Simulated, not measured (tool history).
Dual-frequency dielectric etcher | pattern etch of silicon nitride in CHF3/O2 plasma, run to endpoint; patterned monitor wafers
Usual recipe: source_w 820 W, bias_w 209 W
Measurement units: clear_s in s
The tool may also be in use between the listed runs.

| run | day | source_w | bias_w | wafers since the last listed run | hours since the last wet clean | hours since the last source power generator calibration | hours since the last bias power generator calibration | hours since the last upper electrode change | incoming incoming film thickness, nm | clear_s |
|---|---|---|---|---|---|---|---|---|---|---|
| 1 | 0.000 | 820 | 209 | 0 | 452.9 | 3185.7 | 4508.4 | 3933.0 | 78.3 | 42.1 |
| 2 | 0.600 | 820 | 209 | 102 | 467.3 | 3200.1 | 4522.8 | 3947.4 | 77.2 | 41.7 |
| 3 | 0.983 | 820 | 209 | 65 | 476.5 | 3209.3 | 4532.0 | 3956.6 | 77.2 | 41.2 |
| 4 | 1.446 | 820 | 209 | 79 | 487.6 | 3220.4 | 4543.1 | 3967.7 | 78.8 | 42.5 |
| 5 | 1.812 | 690 | 244 | 62 | 496.4 | 3229.2 | 4551.9 | 3976.5 | 78.1 | 42.8 |
| 6 | 2.188 | 820 | 209 | 64 | 505.4 | 3238.2 | 4560.9 | 3985.5 | 77.5 | 41.6 |
| 7 | 2.871 | 820 | 209 | 117 | 521.8 | 3254.6 | 4577.3 | 4001.9 | 78.0 | 41.7 |
| 8 | 3.246 | 820 | 209 | 64 | 530.8 | 3263.6 | 4586.3 | 4010.9 | 78.4 | 41.7 |
|  | 3.467 | source power generator calibrated |
|  | 4.517 | wet clean of the chamber |
|  | 4.567 | bias power generator calibrated |
|  | 4.700 | upper electrode replaced |
| 9 | 4.721 | 740 | 209 | 21 | 4.9 | 30.1 | 3.7 | 0.5 | 78.1 | 46.0 |
| 10 | 4.733 | 820 | 247 | 2 | 5.2 | 30.4 | 4.0 | 0.8 | 77.5 | 41.2 |
| 11 | 4.746 | 760 | 227 | 2 | 5.5 | 30.7 | 4.3 | 1.1 | 77.1 | 43.7 |
| 12 | 5.050 | 1000 | 170 | 52 | 12.8 | 38.0 | 11.6 | 8.4 | 78.0 | 42.9 |
| 13 | 5.696 | 700 | 183 | 110 | 28.3 | 53.5 | 27.1 | 23.9 | 78.3 | 48.8 |
| 14 | 6.283 | 940 | 161 | 100 | 42.4 | 67.6 | 41.2 | 38.0 | 78.0 | 44.2 |
| 15 | 6.988 | 820 | 249 | 120 | 59.3 | 84.5 | 58.1 | 54.9 | 79.5 | 41.7 |
| 16 | 7.546 | 820 | 209 | 95 | 72.7 | 97.9 | 71.5 | 68.3 | 77.6 | 43.2 |
| 17 | 8.225 | 690 | 193 | 116 | 89.0 | 114.2 | 87.8 | 84.6 | 78.2 | 48.2 |
| 18 | 9.308 | 820 | 209 | 185 | 115.0 | 140.2 | 113.8 | 110.6 | 77.6 | 43.1 |

Below, each run's measurement less what the same run would have read without the hidden state. Both values contain the same run-to-run variation, but the gauge's scatter may not be the same in both:
The hidden state here: etch rate over this chamber's usual, %; source power that arrives over what is set, %; bias power that arrives over what is set, %.
| run | clear_s |
|---|---|
| 1 | -1.6 |
| 2 | -1.7 |
| 3 | -1.7 |
| 4 | -1.7 |
| 5 | -1.8 |
| 6 | -1.7 |
| 7 | -1.8 |
| 8 | -1.9 |
| 9 | +0.0 |
| 10 | +0.1 |
| 11 | +0.0 |
| 12 | +0.1 |
| 13 | +0.0 |
| 14 | -0.1 |
| 15 | -0.1 |
| 16 | -0.2 |
| 17 | -0.3 |
| 18 | -0.3 |
